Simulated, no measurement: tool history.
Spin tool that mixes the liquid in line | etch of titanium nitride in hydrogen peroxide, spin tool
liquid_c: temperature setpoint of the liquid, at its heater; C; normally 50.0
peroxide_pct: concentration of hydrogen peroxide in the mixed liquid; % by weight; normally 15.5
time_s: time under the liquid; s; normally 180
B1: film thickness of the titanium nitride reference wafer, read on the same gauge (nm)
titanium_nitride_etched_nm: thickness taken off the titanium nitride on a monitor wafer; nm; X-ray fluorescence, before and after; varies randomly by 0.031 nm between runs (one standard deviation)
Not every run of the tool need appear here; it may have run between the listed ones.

Run 1, day 0.000: usual settings; B1 129.998. Result: titanium_nitride_etched_nm 3.910 nm.
Run 2, day 0.846: usual settings; B1 129.975. Result: titanium_nitride_etched_nm 3.897 nm.
Run 3, day 2.212: usual settings; B1 129.981. Result: titanium_nitride_etched_nm 3.906 nm.
Run 4, day 2.775: usual settings but time_s 145 s; B1 129.995. Result: titanium_nitride_etched_nm 3.163 nm.
Run 5, day 3.433: usual settings but time_s 145 s; B1 129.999. Result: titanium_nitride_etched_nm 3.163 nm.
Run 6, day 4.679: usual settings but time_s 145 s; B1 129.998. Result: titanium_nitride_etched_nm 3.198 nm.
Run 7, day 8.042: usual settings; B1 130.010. Result: titanium_nitride_etched_nm 3.890 nm.
Run 8, day 8.783: usual settings; B1 130.007. Result: titanium_nitride_etched_nm 3.864 nm.
Run 9, day 9.946: usual settings; B1 129.994. Result: titanium_nitride_etched_nm 3.930 nm.
At day 10.292: gauge calibrated.
Run 10, day 11.071: usual settings but liquid_c 53.5 C, time_s 100 s; B1 129.999. Result: titanium_nitride_etched_nm 2.766 nm.
At day 11.329: thermometer replaced.
At day 12.671: peroxide flow meter replaced.
Run 11, day 15.312: usual settings; B1 130.005. Result: titanium_nitride_etched_nm 3.334 nm.
At day 16.146: heated supply line repaired.
Run 12, day 16.525: usual settings but liquid_c 42.0 C, peroxide_pct 13.5 % by weight, time_s 280 s; B1 130.011. Result: titanium_nitride_etched_nm 3.661 nm.
Run 13, day 17.521: usual settings but time_s 245 s; B1 130.007. Result: titanium_nitride_etched_nm 5.947 nm.
Run 14, day 18.812: usual settings but liquid_c 55.5 C, peroxide_pct 12.0 % by weight, time_s 130 s; B1 129.985. Result: titanium_nitride_etched_nm 4.480 nm.
At day 19.217: new drum of peroxide connected.
Run 15, day 19.942: usual settings but peroxide_pct 13.5 % by weight, time_s 105 s; B1 130.007. Result: titanium_nitride_etched_nm 2.486 nm.
Run 16, day 21.671: usual settings but liquid_c 44.0 C, peroxide_pct 20.0 % by weight, time_s 245 s; B1 129.988. Result: titanium_nitride_etched_nm 4.083 nm.
Run 17, day 22.488: usual settings but liquid_c 40.5 C, peroxide_pct 13.0 % by weight, time_s 250 s; B1 129.997. Result: titanium_nitride_etched_nm 2.899 nm.
Run 18, day 23.133: usual settings but peroxide_pct 12.0 % by weight; B1 130.005. Result: titanium_nitride_etched_nm 4.172 nm.
Run 19, day 24.146: usual settings but time_s 260 s; B1 130.006. Result: titanium_nitride_etched_nm 6.379 nm.
Run 20, day 25.038: usual settings but liquid_c 47.5 C; B1 129.991. Result: titanium_nitride_etched_nm 3.603 nm.
Run 21, day 26.121: usual settings; B1 130.004. Result: titanium_nitride_etched_nm 4.346 nm.
Run 22, day 26.929: usual settings; B1 129.989. Result: titanium_nitride_etched_nm 4.386 nm.

Consider 3 possible next runs. They are alternatives, not a sequence: every one starts from the tool as it was left by run 22. What does each give?
Run A, day 26.950: usual settings but liquid_c 59.5 C; B1 ?. Result: titanium_nitride_etched_nm ?.
Run B, day 26.950: usual settings but peroxide_pct 13.5 % by weight; B1 ?. Result: titanium_nitride_etched_nm ?.
Run C, day 26.950: usual settings but time_s 285 s; B1 ?. Result: titanium_nitride_etched_nm ?.

run       B1  titanium_nitride_etched_nm
  A  130.026                       8.659
  B  130.026                       4.323
  C  130.026                       7.046
The same runs, with their run-to-run variation unchanged, on a tool lacking any hidden condition would have given:
run  titanium_nitride_etched_nm
  A                       8.525
  B                       4.252
  C                       6.930
